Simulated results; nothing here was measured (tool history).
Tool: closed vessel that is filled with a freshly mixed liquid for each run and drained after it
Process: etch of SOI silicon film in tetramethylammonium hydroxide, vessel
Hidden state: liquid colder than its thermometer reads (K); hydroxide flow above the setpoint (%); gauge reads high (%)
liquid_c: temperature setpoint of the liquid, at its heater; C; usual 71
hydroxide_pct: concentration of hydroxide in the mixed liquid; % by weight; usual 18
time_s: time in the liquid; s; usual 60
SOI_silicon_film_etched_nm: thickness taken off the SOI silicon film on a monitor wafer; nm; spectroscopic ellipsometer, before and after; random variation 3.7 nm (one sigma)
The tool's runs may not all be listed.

run,hour,liquid_c,hydroxide_pct,time_s,wafers since the last listed run,hours since the thermometer was replaced,hours since the hydroxide flow meter was replaced,hours since the gauge calibration,"read-back film thickness of the SOI silicon film reference wafer, read on the same gauge (nm)",SOI_silicon_film_etched_nm
1,0,71,18,45,0,2486.8,23.7,354.4,70.02,299.98
2,88.7,71,18,45,8668,2575.5,112.4,443.1,70.01,299.24
3,192.8,71,18,45,10173,2679.6,216.5,547.2,70.04,307.49
4,229.7,71,18,60,3606,2716.5,253.4,584.1,70.02,397.51
5,309.4,71,18,60,7788,2796.2,333.1,663.8,70.04,402.77
6,371.6,71,18,60,6078,2858.4,395.3,726,69.97,404.28
7,462.4,71,18,60,8873,2949.2,486.1,816.8,69.95,398.59
8,536.1,71,18,60,7202,3022.9,559.8,890.5,70.02,401.57
# hour 557: thermometer replaced
9,616.5,71,19.5,60,7759,59.5,640.2,970.9,70.02,387.43
10,693.2,78.5,22.5,30,7495,136.2,716.9,1047.6,69.99,277.09
11,777.4,65,18,40,8228,220.4,801.1,1131.8,69.99,185.9
12,834.6,74.5,18,40,5590,277.6,858.3,1189,70.02,327.31
# hour 894.6: gauge calibrated
13,897.8,71,18,60,6176,340.8,921.5,3.2,70.01,401.45
# hour 901.9: hydroxide flow meter replaced
14,958.7,68,18,60,5853,401.7,56.8,64.1,70.01,333.11
15,1033.8,78.5,18,70,7339,476.8,131.9,139.2,70.02,720.28
16,1128.6,71,13.5,85,9264,571.6,226.7,234,70,636.12
17,1199.2,71,18,60,6899,642.2,297.3,304.6,70.02,397.78
18,1262.3,71,18,60,6166,705.3,360.4,367.7,70.02,401.79
19,1456.6,71,18,60,18988,899.6,554.7,562,70.02,406.85

5 ways to go on from here, each from the tool as it stands after run 19. What would each give?
A,1457.3,71,18,60,68,900.3,555.4,562.7,?,?
B,1457.3,64.5,18,45,68,900.3,555.4,562.7,?,?
C,1457.3,78,21.5,85,68,900.3,555.4,562.7,?,?
D,1457.3,68,18,30,68,900.3,555.4,562.7,?,?
E,1457.3,71,14,60,68,900.3,555.4,562.7,?,?

run,"read-back film thickness of the SOI silicon film reference wafer, read on the same gauge (nm)",SOI_silicon_film_etched_nm
A,70.01,397.38
B,70.01,202.46
C,70.01,774.05
D,70.01,166.52
E,70.01,440.16
Without the tool's hidden state the same runs would have given:
run,SOI_silicon_film_etched_nm
A,397.38
B,202.46
C,774.05
D,166.52
E,440.16

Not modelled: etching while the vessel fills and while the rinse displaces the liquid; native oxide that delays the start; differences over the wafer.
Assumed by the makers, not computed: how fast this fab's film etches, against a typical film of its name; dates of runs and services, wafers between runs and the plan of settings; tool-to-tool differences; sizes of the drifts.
